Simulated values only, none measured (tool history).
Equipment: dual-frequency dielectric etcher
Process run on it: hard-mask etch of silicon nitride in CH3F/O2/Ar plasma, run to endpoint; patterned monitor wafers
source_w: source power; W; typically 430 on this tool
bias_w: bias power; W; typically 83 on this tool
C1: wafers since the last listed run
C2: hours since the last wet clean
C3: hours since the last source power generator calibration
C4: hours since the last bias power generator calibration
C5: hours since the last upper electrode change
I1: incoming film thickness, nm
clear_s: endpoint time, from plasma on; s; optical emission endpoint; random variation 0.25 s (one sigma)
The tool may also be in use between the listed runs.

{"run": 1, "hour": 0.0, "source_w": 430, "bias_w": 83, "C1": 0, "C2": 48.8, "C3": 1555, "C4": 3485.7, "C5": 2929, "I1": 44.71, "clear_s": 57.7}
{"run": 2, "hour": 14.4, "source_w": 430, "bias_w": 83, "C1": 134, "C2": 63.2, "C3": 1569.4, "C4": 3500.1, "C5": 2943.4, "I1": 44.91, "clear_s": 58.4}
{"run": 3, "hour": 48.8, "source_w": 430, "bias_w": 83, "C1": 321, "C2": 97.6, "C3": 1603.8, "C4": 3534.5, "C5": 2977.8, "I1": 44.59, "clear_s": 58.4}
{"run": 4, "hour": 60.8, "source_w": 430, "bias_w": 79, "C1": 112, "C2": 109.6, "C3": 1615.8, "C4": 3546.5, "C5": 2989.8, "I1": 44.93, "clear_s": 59.5}
{"run": 5, "hour": 72.9, "source_w": 430, "bias_w": 83, "C1": 112, "C2": 121.7, "C3": 1627.9, "C4": 3558.6, "C5": 3001.9, "I1": 44.59, "clear_s": 58}
{"run": 6, "hour": 100.4, "source_w": 430, "bias_w": 83, "C1": 256, "C2": 149.2, "C3": 1655.4, "C4": 3586.1, "C5": 3029.4, "I1": 44.86, "clear_s": 59.1}
{"run": 7, "hour": 133.1, "source_w": 430, "bias_w": 83, "C1": 305, "C2": 181.9, "C3": 1688.1, "C4": 3618.8, "C5": 3062.1, "I1": 45.05, "clear_s": 59.2}
{"run": 8, "hour": 156.3, "source_w": 430, "bias_w": 83, "C1": 216, "C2": 205.1, "C3": 1711.3, "C4": 3642, "C5": 3085.3, "I1": 44.97, "clear_s": 59.1}
{"run": 9, "hour": 172.4, "source_w": 430, "bias_w": 83, "C1": 150, "C2": 221.2, "C3": 1727.4, "C4": 3658.1, "C5": 3101.4, "I1": 45.03, "clear_s": 59.8}
{"run": 10, "hour": 184.4, "source_w": 370, "bias_w": 83, "C1": 112, "C2": 233.2, "C3": 1739.4, "C4": 3670.1, "C5": 3113.4, "I1": 44.83, "clear_s": 64.1}
{"run": 11, "hour": 214.1, "source_w": 370, "bias_w": 83, "C1": 277, "C2": 262.9, "C3": 1769.1, "C4": 3699.8, "C5": 3143.1, "I1": 44.65, "clear_s": 63.6}
{"hour": 225.3, "done": "source power generator calibrated"}
{"run": 12, "hour": 249.7, "source_w": 430, "bias_w": 83, "C1": 294, "C2": 298.5, "C3": 24.4, "C4": 3735.4, "C5": 3178.7, "I1": 45.05, "clear_s": 60.8}
{"run": 13, "hour": 270.7, "source_w": 510, "bias_w": 83, "C1": 196, "C2": 319.5, "C3": 45.4, "C4": 3756.4, "C5": 3199.7, "I1": 44.31, "clear_s": 55}
{"run": 14, "hour": 295.0, "source_w": 330, "bias_w": 89, "C1": 226, "C2": 343.8, "C3": 69.7, "C4": 3780.7, "C5": 3224, "I1": 44.77, "clear_s": 66}
{"hour": 311.7, "done": "bias power generator calibrated"}
{"hour": 330.3, "done": "wet clean of the chamber"}
{"hour": 330.9, "done": "upper electrode replaced"}
{"run": 15, "hour": 331.4, "source_w": 390, "bias_w": 90, "C1": 123, "C2": 1.1, "C3": 106.1, "C4": 19.7, "C5": 0.5, "I1": 45.31, "clear_s": 60.3}
{"run": 16, "hour": 345.1, "source_w": 350, "bias_w": 83, "C1": 127, "C2": 14.8, "C3": 119.8, "C4": 33.4, "C5": 14.2, "I1": 44.82, "clear_s": 63.4}

Run 17 is up next; what results do you expect?
{"run": 17, "hour": 360.8, "source_w": 480, "bias_w": 94, "C1": 146, "C2": 30.5, "C3": 135.5, "C4": 49.1, "C5": 29.9, "I1": 45.27, "clear_s": "?"}

clear_s: 53.7 s
Had the tool carried no hidden state, the very same run would have given clear_s 53.4 s.
